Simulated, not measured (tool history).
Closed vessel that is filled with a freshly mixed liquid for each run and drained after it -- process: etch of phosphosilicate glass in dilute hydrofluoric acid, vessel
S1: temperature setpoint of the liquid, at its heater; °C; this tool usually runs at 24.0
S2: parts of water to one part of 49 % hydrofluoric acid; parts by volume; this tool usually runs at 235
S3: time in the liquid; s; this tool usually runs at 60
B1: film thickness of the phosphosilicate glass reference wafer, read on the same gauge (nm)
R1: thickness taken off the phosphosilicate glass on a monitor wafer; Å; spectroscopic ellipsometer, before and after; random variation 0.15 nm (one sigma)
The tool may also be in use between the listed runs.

Run 1, hour 0.0: usual settings; B1 123.82. Result: R1 229.3 Å.
Run 2, hour 76.2: usual settings but S2 145 parts by volume; B1 123.85. Result: R1 411.2 Å.
Run 3, hour 127.6: usual settings but S2 145 parts by volume; B1 123.85. Result: R1 408.8 Å.
Run 4, hour 215.8: usual settings but S3 45 s; B1 123.87. Result: R1 171.2 Å.
Run 5, hour 265.2: usual settings; B1 123.88. Result: R1 227.3 Å.
At hour 329.2: hydrofluoric acid flow meter replaced.
Run 6, hour 341.2: usual settings; B1 123.91. Result: R1 227.5 Å.
Run 7, hour 400.1: usual settings; B1 123.90. Result: R1 229.5 Å.
Run 8, hour 451.9: usual settings; B1 123.92. Result: R1 228.0 Å.
Run 9, hour 522.6: usual settings; B1 123.93. Result: R1 229.5 Å.
Run 10, hour 613.5: usual settings; B1 123.95. Result: R1 228.8 Å.
At hour 681.6: thermometer replaced.
Run 11, hour 682.1: usual settings; B1 123.98. Result: R1 227.9 Å.
Run 12, hour 762.8: usual settings but S1 29.0 °C, S2 350 parts by volume; B1 123.96. Result: R1 162.6 Å.
At hour 818.1: gauge calibrated.
Run 13, hour 827.0: usual settings; B1 119.76. Result: R1 224.4 Å.
Run 14, hour 923.8: usual settings but S1 21.5 °C, S2 120 parts by volume, S3 40 s; B1 120.11. Result: R1 296.6 Å.
Run 15, hour 964.4: usual settings but S3 80 s; B1 120.24. Result: R1 293.5 Å.
Run 16, hour 1001.2: usual settings but S3 30 s; B1 120.37. Result: R1 112.6 Å.
Run 17, hour 1098.7: usual settings but S1 20.0 °C, S2 345 parts by volume, S3 35 s; B1 120.68. Result: R1 69.3 Å.
Run 18, hour 1190.7: usual settings but S1 20.0 °C; B1 120.94. Result: R1 195.2 Å.
Run 19, hour 1250.6: usual settings but S1 20.0 °C, S2 185 parts by volume; B1 121.10. Result: R1 260.0 Å.
Run 20, hour 1333.0: usual settings but S3 75 s; B1 121.31. Result: R1 281.2 Å.
Run 21, hour 1405.8: usual settings but S2 280 parts by volume, S3 30 s; B1 121.48. Result: R1 90.5 Å.
Run 22, hour 1500.9: usual settings but S2 155 parts by volume, S3 75 s; B1 121.69. Result: R1 464.0 Å.
Run 23, hour 1537.0: usual settings but S2 280 parts by volume, S3 85 s; B1 121.76. Result: R1 258.6 Å.
Run 24, hour 1617.7: usual settings but S2 185 parts by volume; B1 121.94. Result: R1 299.9 Å.
Run 25, hour 1710.3: usual settings but S1 21.5 °C; B1 122.10. Result: R1 205.9 Å.
Run 26, hour 1762.7: usual settings; B1 122.21. Result: R1 230.1 Å.
Run 27, hour 1861.8: usual settings; B1 122.35. Result: R1 225.0 Å.
Run 28, hour 1923.5: usual settings; B1 122.45. Result: R1 226.5 Å.
Run 29, hour 2005.5: usual settings but S1 21.0 °C; B1 122.58. Result: R1 202.6 Å.
Run 30, hour 2057.8: usual settings but S2 125 parts by volume; B1 122.64. Result: R1 482.4 Å.
Run 31, hour 2162.9: usual settings; B1 122.77. Result: R1 225.4 Å.
At hour 2197.5: hydrofluoric acid flow meter replaced.
Run 32, hour 2242.8: usual settings but S1 21.5 °C, S2 330 parts by volume, S3 35 s; B1 122.89. Result: R1 78.8 Å.
Run 33, hour 2329.3: usual settings but S1 26.0 °C; B1 122.97. Result: R1 245.3 Å.

Each row is a separate what-if for the run after 33, all from the same tool condition, not one after another. Results?
Run A, hour 2330.0: usual settings but S1 22.5 °C; B1 ?. Result: R1 ?.
Run B, hour 2330.0: usual settings but S1 28.5 °C, S3 30 s; B1 ?. Result: R1 ?.
Run C, hour 2330.0: usual settings but S1 26.5 °C, S2 160 parts by volume; B1 ?. Result: R1 ?.

run      B1     R1
  A  122.97  216.6
  B  122.97  134.0
  C  122.97  400.2
Had the tool no hidden state, the same runs would have come out as:
run     R1
  A  211.4
  B  130.8
  C  390.6
